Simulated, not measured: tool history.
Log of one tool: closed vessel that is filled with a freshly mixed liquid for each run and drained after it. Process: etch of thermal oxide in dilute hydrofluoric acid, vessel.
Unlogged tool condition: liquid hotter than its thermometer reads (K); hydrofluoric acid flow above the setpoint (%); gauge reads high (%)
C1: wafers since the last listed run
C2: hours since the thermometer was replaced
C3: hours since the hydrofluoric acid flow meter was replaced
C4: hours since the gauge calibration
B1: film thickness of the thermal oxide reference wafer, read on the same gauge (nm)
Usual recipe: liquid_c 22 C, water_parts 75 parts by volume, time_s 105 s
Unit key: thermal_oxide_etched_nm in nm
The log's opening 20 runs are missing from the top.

run 21 hour=243 | liquid_c=24 water_parts=75 time_s=70 | C1=903 C2=41.3 C3=54.1 C4=361.2 | B1=100.01 | thermal_oxide_etched_nm=4.71
run 22 hour=254.4 | liquid_c=22 water_parts=75 time_s=105 | C1=936 C2=52.7 C3=65.5 C4=372.6 | B1=100 | thermal_oxide_etched_nm=6.54
run 23 hour=268.4 | liquid_c=22 water_parts=75 time_s=105 | C1=1149 C2=66.7 C3=79.5 C4=386.6 | B1=100 | thermal_oxide_etched_nm=6.56
run 24 hour=281.5 | liquid_c=19.5 water_parts=35 time_s=40 | C1=1075 C2=79.8 C3=92.6 C4=399.7 | B1=99.97 | thermal_oxide_etched_nm=5.1
run 25 hour=299.2 | liquid_c=26.5 water_parts=45 time_s=55 | C1=1453 C2=97.5 C3=110.3 C4=417.4 | B1=100.01 | thermal_oxide_etched_nm=7.14
run 26 hour=307.3 | liquid_c=23.5 water_parts=75 time_s=85 | C1=665 C2=105.6 C3=118.4 C4=425.5 | B1=99.99 | thermal_oxide_etched_nm=5.72
-- hour=310.3 gauge calibrated
run 27 hour=314.1 | liquid_c=24.5 water_parts=100 time_s=160 | C1=558 C2=112.4 C3=125.2 C4=3.8 | B1=100 | thermal_oxide_etched_nm=8.1
run 28 hour=321.8 | liquid_c=22 water_parts=35 time_s=50 | C1=632 C2=120.1 C3=132.9 C4=11.5 | B1=100 | thermal_oxide_etched_nm=7.09
run 29 hour=331.7 | liquid_c=24 water_parts=75 time_s=105 | C1=812 C2=130 C3=142.8 C4=21.4 | B1=99.95 | thermal_oxide_etched_nm=7.23
run 30 hour=340 | liquid_c=22 water_parts=75 time_s=105 | C1=681 C2=138.3 C3=151.1 C4=29.7 | B1=99.98 | thermal_oxide_etched_nm=6.67
run 31 hour=379.1 | liquid_c=22 water_parts=75 time_s=45 | C1=3210 C2=177.4 C3=190.2 C4=68.8 | B1=100.02 | thermal_oxide_etched_nm=2.87
run 32 hour=397 | liquid_c=23.5 water_parts=75 time_s=150 | C1=1469 C2=195.3 C3=208.1 C4=86.7 | B1=100.01 | thermal_oxide_etched_nm=10.2
run 33 hour=404.9 | liquid_c=17.5 water_parts=75 time_s=105 | C1=648 C2=203.2 C3=216 C4=94.6 | B1=99.98 | thermal_oxide_etched_nm=5.57
run 34 hour=417.3 | liquid_c=22 water_parts=75 time_s=105 | C1=1018 C2=215.6 C3=228.4 C4=107 | B1=99.98 | thermal_oxide_etched_nm=6.75

Below are 3 alternative next runs, each starting from the tool's condition after run 34. Predict each:
run A hour=418 | liquid_c=22 water_parts=100 time_s=105 | C1=57 C2=216.3 C3=229.1 C4=107.7 | B1=? | thermal_oxide_etched_nm=?
run B hour=418 | liquid_c=19 water_parts=45 time_s=120 | C1=57 C2=216.3 C3=229.1 C4=107.7 | B1=? | thermal_oxide_etched_nm=?
run C hour=418 | liquid_c=26 water_parts=75 time_s=105 | C1=57 C2=216.3 C3=229.1 C4=107.7 | B1=? | thermal_oxide_etched_nm=?

run=A B1=99.99 thermal_oxide_etched_nm=4.89
run=B B1=99.99 thermal_oxide_etched_nm=11.69
run=C B1=99.99 thermal_oxide_etched_nm=7.89
What these runs would have given with no unlogged condition in the tool:
run=A thermal_oxide_etched_nm=4.63
run=B thermal_oxide_etched_nm=11.07
run=C thermal_oxide_etched_nm=7.47
